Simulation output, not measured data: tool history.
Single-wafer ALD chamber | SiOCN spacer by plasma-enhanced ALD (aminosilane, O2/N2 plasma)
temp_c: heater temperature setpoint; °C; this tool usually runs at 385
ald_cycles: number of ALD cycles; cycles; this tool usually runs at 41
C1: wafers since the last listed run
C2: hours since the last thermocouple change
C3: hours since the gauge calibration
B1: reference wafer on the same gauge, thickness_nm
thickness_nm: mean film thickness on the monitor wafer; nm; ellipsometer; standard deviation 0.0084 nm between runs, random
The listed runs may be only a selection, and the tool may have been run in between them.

run 1 hour=0.0 | temp_c=385 ald_cycles=41 | C1=0 C2=826.8 C3=575.1 | B1=2.142 | thickness_nm=2.495
run 2 hour=33.8 | temp_c=385 ald_cycles=41 | C1=150 C2=860.6 C3=608.9 | B1=2.139 | thickness_nm=2.487
run 3 hour=60.8 | temp_c=385 ald_cycles=41 | C1=120 C2=887.6 C3=635.9 | B1=2.136 | thickness_nm=2.488
run 4 hour=256.3 | temp_c=385 ald_cycles=41 | C1=869 C2=1083.1 C3=831.4 | B1=2.138 | thickness_nm=2.492
-- hour=283.2 gauge calibrated
run 5 hour=295.4 | temp_c=385 ald_cycles=41 | C1=173 C2=1122.2 C3=12.2 | B1=2.139 | thickness_nm=2.487
run 6 hour=359.6 | temp_c=385 ald_cycles=41 | C1=285 C2=1186.4 C3=76.4 | B1=2.137 | thickness_nm=2.476
run 7 hour=554.1 | temp_c=385 ald_cycles=41 | C1=865 C2=1380.9 C3=270.9 | B1=2.141 | thickness_nm=2.488
run 8 hour=599.9 | temp_c=385 ald_cycles=41 | C1=203 C2=1426.7 C3=316.7 | B1=2.139 | thickness_nm=2.494
run 9 hour=652.9 | temp_c=385 ald_cycles=41 | C1=235 C2=1479.7 C3=369.7 | B1=2.142 | thickness_nm=2.483
run 10 hour=784.1 | temp_c=385 ald_cycles=41 | C1=583 C2=1610.9 C3=500.9 | B1=2.141 | thickness_nm=2.495
run 11 hour=836.2 | temp_c=385 ald_cycles=41 | C1=231 C2=1663.0 C3=553.0 | B1=2.142 | thickness_nm=2.487
run 12 hour=867.1 | temp_c=385 ald_cycles=36 | C1=137 C2=1693.9 C3=583.9 | B1=2.141 | thickness_nm=2.184
run 13 hour=933.8 | temp_c=385 ald_cycles=36 | C1=296 C2=1760.6 C3=650.6 | B1=2.140 | thickness_nm=2.195
run 14 hour=1000.3 | temp_c=399 ald_cycles=48 | C1=295 C2=1827.1 C3=717.1 | B1=2.141 | thickness_nm=2.922
-- hour=1043.7 thermocouple changed; heater temperature recalibrated
run 15 hour=1071.1 | temp_c=391 ald_cycles=46 | C1=279 C2=27.4 C3=787.9 | B1=2.139 | thickness_nm=2.797
run 16 hour=1107.2 | temp_c=374 ald_cycles=34 | C1=160 C2=63.5 C3=824.0 | B1=2.142 | thickness_nm=2.059
run 17 hour=1131.4 | temp_c=396 ald_cycles=35 | C1=107 C2=87.7 C3=848.2 | B1=2.138 | thickness_nm=2.138
-- hour=1156.5 gauge calibrated
run 18 hour=1200.9 | temp_c=385 ald_cycles=43 | C1=309 C2=157.2 C3=44.4 | B1=2.139 | thickness_nm=2.621
run 19 hour=1247.1 | temp_c=385 ald_cycles=41 | C1=205 C2=203.4 C3=90.6 | B1=2.141 | thickness_nm=2.493
run 20 hour=1292.0 | temp_c=385 ald_cycles=41 | C1=199 C2=248.3 C3=135.5 | B1=2.140 | thickness_nm=2.507
run 21 hour=1331.7 | temp_c=385 ald_cycles=41 | C1=176 C2=288.0 C3=175.2 | B1=2.138 | thickness_nm=2.500
run 22 hour=1369.9 | temp_c=372 ald_cycles=46 | C1=169 C2=326.2 C3=213.4 | B1=2.138 | thickness_nm=2.790
run 23 hour=1408.0 | temp_c=380 ald_cycles=36 | C1=169 C2=364.3 C3=251.5 | B1=2.136 | thickness_nm=2.193
run 24 hour=1602.5 | temp_c=375 ald_cycles=41 | C1=865 C2=558.8 C3=446.0 | B1=2.136 | thickness_nm=2.490

Run 25 has not been measured yet. What should we expect?
run 25 hour=1659.8 | temp_c=390 ald_cycles=45 | C1=254 C2=616.1 C3=503.3 | B1=? | thickness_nm=?

Run 25 produced B1 2.140, thickness_nm 2.744 nm.
Take away the tool's hidden state, keep the run-to-run variation as it was, and the same run would have given thickness_nm 2.744 nm.
